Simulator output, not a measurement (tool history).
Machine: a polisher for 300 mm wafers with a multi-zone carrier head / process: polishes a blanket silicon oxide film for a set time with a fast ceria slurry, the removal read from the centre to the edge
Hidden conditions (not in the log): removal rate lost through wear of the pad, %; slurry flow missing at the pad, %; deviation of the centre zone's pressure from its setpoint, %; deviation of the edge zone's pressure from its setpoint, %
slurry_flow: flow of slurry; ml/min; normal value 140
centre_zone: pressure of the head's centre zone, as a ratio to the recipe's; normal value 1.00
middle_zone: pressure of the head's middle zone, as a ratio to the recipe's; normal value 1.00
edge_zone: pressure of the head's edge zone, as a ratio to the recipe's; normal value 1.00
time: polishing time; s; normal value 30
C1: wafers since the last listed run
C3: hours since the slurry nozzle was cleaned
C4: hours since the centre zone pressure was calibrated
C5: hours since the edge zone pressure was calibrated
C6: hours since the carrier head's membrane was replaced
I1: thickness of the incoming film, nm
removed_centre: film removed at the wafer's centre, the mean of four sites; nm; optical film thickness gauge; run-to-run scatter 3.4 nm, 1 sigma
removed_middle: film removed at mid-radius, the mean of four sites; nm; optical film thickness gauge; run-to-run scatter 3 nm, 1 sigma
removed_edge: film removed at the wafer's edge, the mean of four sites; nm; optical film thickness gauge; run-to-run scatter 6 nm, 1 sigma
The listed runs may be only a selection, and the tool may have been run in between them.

{"run": 1, "hour": 0.0, "slurry_flow": 140, "centre_zone": 1.0, "middle_zone": 1.04, "edge_zone": 1.0, "time": 30, "C1": 0, "wafers polished on this pad": 1609, "C3": 576.8, "C4": 245.1, "C5": 572.3, "C6": 182.3, "I1": 3278.8, "removed_centre": 413.4, "removed_middle": 416.5, "removed_edge": 413.7}
{"run": 2, "hour": 89.5, "slurry_flow": 140, "centre_zone": 1.0, "middle_zone": 1.0, "edge_zone": 1.0, "time": 30, "C1": 1170, "wafers polished on this pad": 2780, "C3": 666.3, "C4": 334.6, "C5": 661.8, "C6": 271.8, "I1": 3197.4, "removed_centre": 406.6, "removed_middle": 388.4, "removed_edge": 414.4}
{"hour": 129.9, "done": "slurry nozzle cleaned"}
{"run": 3, "hour": 147.5, "slurry_flow": 140, "centre_zone": 1.0, "middle_zone": 1.0, "edge_zone": 1.0, "time": 30, "C1": 745, "wafers polished on this pad": 3526, "C3": 17.6, "C4": 392.6, "C5": 719.8, "C6": 329.8, "I1": 3250.1, "removed_centre": 399.8, "removed_middle": 384.2, "removed_edge": 395.1}
{"run": 4, "hour": 199.7, "slurry_flow": 140, "centre_zone": 1.0, "middle_zone": 1.0, "edge_zone": 1.08, "time": 30, "C1": 682, "wafers polished on this pad": 4209, "C3": 69.8, "C4": 444.8, "C5": 772.0, "C6": 382.0, "I1": 3222.4, "removed_centre": 392.5, "removed_middle": 382.7, "removed_edge": 408.2}
{"hour": 240.2, "done": "edge zone pressure recalibrated"}
{"hour": 250.5, "done": "worn pad replaced by a new one"}
{"run": 5, "hour": 281.1, "slurry_flow": 140, "centre_zone": 1.0, "middle_zone": 1.0, "edge_zone": 1.0, "time": 30, "C1": 986, "wafers polished on this pad": 400, "C3": 151.2, "C4": 526.2, "C5": 40.9, "C6": 463.4, "I1": 3278.3, "removed_centre": 411.4, "removed_middle": 399.4, "removed_edge": 415.1}
{"run": 6, "hour": 373.4, "slurry_flow": 140, "centre_zone": 1.0, "middle_zone": 1.0, "edge_zone": 1.0, "time": 30, "C1": 1207, "wafers polished on this pad": 1608, "C3": 243.5, "C4": 618.5, "C5": 133.2, "C6": 555.7, "I1": 3315.5, "removed_centre": 406.4, "removed_middle": 401.4, "removed_edge": 408.2}
{"run": 7, "hour": 426.4, "slurry_flow": 170, "centre_zone": 1.07, "middle_zone": 1.0, "edge_zone": 1.0, "time": 30, "C1": 693, "wafers polished on this pad": 2301, "C3": 296.5, "C4": 671.5, "C5": 186.2, "C6": 608.7, "I1": 3231.2, "removed_centre": 450.5, "removed_middle": 410.0, "removed_edge": 422.3}
{"run": 8, "hour": 499.1, "slurry_flow": 140, "centre_zone": 1.0, "middle_zone": 0.97, "edge_zone": 1.0, "time": 30, "C1": 951, "wafers polished on this pad": 3252, "C3": 369.2, "C4": 744.2, "C5": 258.9, "C6": 681.4, "I1": 3274.3, "removed_centre": 398.7, "removed_middle": 380.1, "removed_edge": 397.7}
{"hour": 510.7, "done": "centre zone pressure recalibrated"}
{"run": 9, "hour": 537.0, "slurry_flow": 120, "centre_zone": 1.0, "middle_zone": 1.08, "edge_zone": 1.0, "time": 30, "C1": 469, "wafers polished on this pad": 3722, "C3": 407.1, "C4": 26.3, "C5": 296.8, "C6": 719.3, "I1": 3229.5, "removed_centre": 381.6, "removed_middle": 397.1, "removed_edge": 387.6}
{"hour": 584.3, "done": "carrier head's membrane replaced by a new one"}
{"hour": 604.1, "done": "worn pad replaced by a new one"}
{"run": 10, "hour": 630.8, "slurry_flow": 140, "centre_zone": 0.89, "middle_zone": 0.93, "edge_zone": 1.0, "time": 30, "C1": 1109, "wafers polished on this pad": 349, "C3": 500.9, "C4": 120.1, "C5": 390.6, "C6": 46.5, "I1": 3273.1, "removed_centre": 374.0, "removed_middle": 376.2, "removed_edge": 420.3}
{"run": 11, "hour": 686.3, "slurry_flow": 100, "centre_zone": 1.0, "middle_zone": 1.09, "edge_zone": 1.0, "time": 30, "C1": 726, "wafers polished on this pad": 1075, "C3": 556.4, "C4": 175.6, "C5": 446.1, "C6": 102.0, "I1": 3286.9, "removed_centre": 376.6, "removed_middle": 398.6, "removed_edge": 395.4}
{"hour": 726.2, "done": "slurry nozzle cleaned"}
{"run": 12, "hour": 778.6, "slurry_flow": 140, "centre_zone": 1.0, "middle_zone": 1.0, "edge_zone": 1.0, "time": 30, "C1": 1194, "wafers polished on this pad": 2269, "C3": 52.4, "C4": 267.9, "C5": 538.4, "C6": 194.3, "I1": 3230.6, "removed_centre": 403.2, "removed_middle": 392.2, "removed_edge": 400.7}
{"run": 13, "hour": 869.1, "slurry_flow": 95, "centre_zone": 0.91, "middle_zone": 1.08, "edge_zone": 1.07, "time": 30, "C1": 1183, "wafers polished on this pad": 3453, "C3": 142.9, "C4": 358.4, "C5": 628.9, "C6": 284.8, "I1": 3284.5, "removed_centre": 337.8, "removed_middle": 375.9, "removed_edge": 383.0}
{"run": 14, "hour": 925.7, "slurry_flow": 140, "centre_zone": 1.0, "middle_zone": 1.0, "edge_zone": 1.0, "time": 30, "C1": 740, "wafers polished on this pad": 4193, "C3": 199.5, "C4": 415.0, "C5": 685.5, "C6": 341.4, "I1": 3313.2, "removed_centre": 383.6, "removed_middle": 375.2, "removed_edge": 400.3}
{"run": 15, "hour": 965.0, "slurry_flow": 125, "centre_zone": 1.0, "middle_zone": 1.05, "edge_zone": 1.09, "time": 26, "C1": 514, "wafers polished on this pad": 4707, "C3": 238.8, "C4": 454.3, "C5": 724.8, "C6": 380.7, "I1": 3261.9, "removed_centre": 325.2, "removed_middle": 326.2, "removed_edge": 346.2}
{"hour": 999.6, "done": "edge zone pressure recalibrated"}
{"hour": 1009.8, "done": "worn pad replaced by a new one"}
{"run": 16, "hour": 1051.0, "slurry_flow": 140, "centre_zone": 1.0, "middle_zone": 0.9, "edge_zone": 1.0, "time": 39, "C1": 1046, "wafers polished on this pad": 538, "C3": 324.8, "C4": 540.3, "C5": 51.4, "C6": 466.7, "I1": 3298.6, "removed_centre": 545.3, "removed_middle": 484.9, "removed_edge": 545.1}
{"run": 17, "hour": 1153.6, "slurry_flow": 140, "centre_zone": 0.91, "middle_zone": 1.0, "edge_zone": 1.0, "time": 30, "C1": 1342, "wafers polished on this pad": 1880, "C3": 427.4, "C4": 642.9, "C5": 154.0, "C6": 569.3, "I1": 3231.2, "removed_centre": 379.8, "removed_middle": 405.6, "removed_edge": 418.2}
{"run": 18, "hour": 1242.5, "slurry_flow": 175, "centre_zone": 1.0, "middle_zone": 1.0, "edge_zone": 1.11, "time": 22, "C1": 1162, "wafers polished on this pad": 3043, "C3": 516.3, "C4": 731.8, "C5": 242.9, "C6": 658.2, "I1": 3236.7, "removed_centre": 305.0, "removed_middle": 298.0, "removed_edge": 314.3}
{"hour": 1245.6, "done": "centre zone pressure recalibrated"}
{"run": 19, "hour": 1326.1, "slurry_flow": 140, "centre_zone": 1.0, "middle_zone": 1.0, "edge_zone": 1.0, "time": 30, "C1": 1067, "wafers polished on this pad": 4111, "C3": 599.9, "C4": 80.5, "C5": 326.5, "C6": 741.8, "I1": 3273.0, "removed_centre": 389.9, "removed_middle": 387.9, "removed_edge": 397.9}
{"hour": 1332.1, "done": "slurry nozzle cleaned"}
{"run": 20, "hour": 1420.7, "slurry_flow": 140, "centre_zone": 1.0, "middle_zone": 1.0, "edge_zone": 1.0, "time": 30, "C1": 1224, "wafers polished on this pad": 5335, "C3": 88.6, "C4": 175.1, "C5": 421.1, "C6": 836.4, "I1": 3299.0, "removed_centre": 380.3, "removed_middle": 366.8, "removed_edge": 369.4}
{"hour": 1457.0, "done": "worn pad replaced by a new one"}
{"run": 21, "hour": 1526.9, "slurry_flow": 140, "centre_zone": 1.1, "middle_zone": 1.0, "edge_zone": 1.0, "time": 33, "C1": 1336, "wafers polished on this pad": 914, "C3": 194.8, "C4": 281.3, "C5": 527.3, "C6": 942.6, "I1": 3322.9, "removed_centre": 486.4, "removed_middle": 443.4, "removed_edge": 456.9}

Below are 5 alternative next runs, each starting from the tool's condition after run 21. Predict each:
{"run": "A", "hour": 1527.3, "slurry_flow": 140, "centre_zone": 1.0, "middle_zone": 1.0, "edge_zone": 1.0, "time": 39, "C1": 5, "wafers polished on this pad": 920, "C3": 195.2, "C4": 281.7, "C5": 527.7, "C6": 943.0, "I1": 3334.7, "removed_centre": "?", "removed_middle": "?", "removed_edge": "?"}
{"run": "B", "hour": 1527.3, "slurry_flow": 100, "centre_zone": 1.0, "middle_zone": 1.0, "edge_zone": 1.0, "time": 30, "C1": 5, "wafers polished on this pad": 920, "C3": 195.2, "C4": 281.7, "C5": 527.7, "C6": 943.0, "I1": 3334.7, "removed_centre": "?", "removed_middle": "?", "removed_edge": "?"}
{"run": "C", "hour": 1527.3, "slurry_flow": 140, "centre_zone": 1.0, "middle_zone": 1.0, "edge_zone": 0.93, "time": 30, "C1": 5, "wafers polished on this pad": 920, "C3": 195.2, "C4": 281.7, "C5": 527.7, "C6": 943.0, "I1": 3334.7, "removed_centre": "?", "removed_middle": "?", "removed_edge": "?"}
{"run": "D", "hour": 1527.3, "slurry_flow": 160, "centre_zone": 1.0, "middle_zone": 1.06, "edge_zone": 1.0, "time": 30, "C1": 5, "wafers polished on this pad": 920, "C3": 195.2, "C4": 281.7, "C5": 527.7, "C6": 943.0, "I1": 3334.7, "removed_centre": "?", "removed_middle": "?", "removed_edge": "?"}
{"run": "E", "hour": 1527.3, "slurry_flow": 140, "centre_zone": 1.0, "middle_zone": 1.0, "edge_zone": 0.91, "time": 21, "C1": 5, "wafers polished on this pad": 920, "C3": 195.2, "C4": 281.7, "C5": 527.7, "C6": 943.0, "I1": 3334.7, "removed_centre": "?", "removed_middle": "?", "removed_edge": "?"}

run=A removed_centre=538.3 removed_middle=526.1 removed_edge=540.6
run=B removed_centre=384.3 removed_middle=379.0 removed_edge=397.2
run=C removed_centre=414.1 removed_middle=404.7 removed_edge=403.6
run=D removed_centre=424.8 removed_middle=432.7 removed_edge=422.3
run=E removed_centre=289.9 removed_middle=283.3 removed_edge=280.1
Without the tool's hidden state the same runs would have given:
run=A removed_centre=544.0 removed_middle=531.7 removed_edge=546.3
run=B removed_centre=388.4 removed_middle=383.0 removed_edge=401.4
run=C removed_centre=418.5 removed_middle=409.0 removed_edge=407.9
run=D removed_centre=429.3 removed_middle=437.3 removed_edge=426.7
run=E removed_centre=292.9 removed_middle=286.3 removed_edge=283.1

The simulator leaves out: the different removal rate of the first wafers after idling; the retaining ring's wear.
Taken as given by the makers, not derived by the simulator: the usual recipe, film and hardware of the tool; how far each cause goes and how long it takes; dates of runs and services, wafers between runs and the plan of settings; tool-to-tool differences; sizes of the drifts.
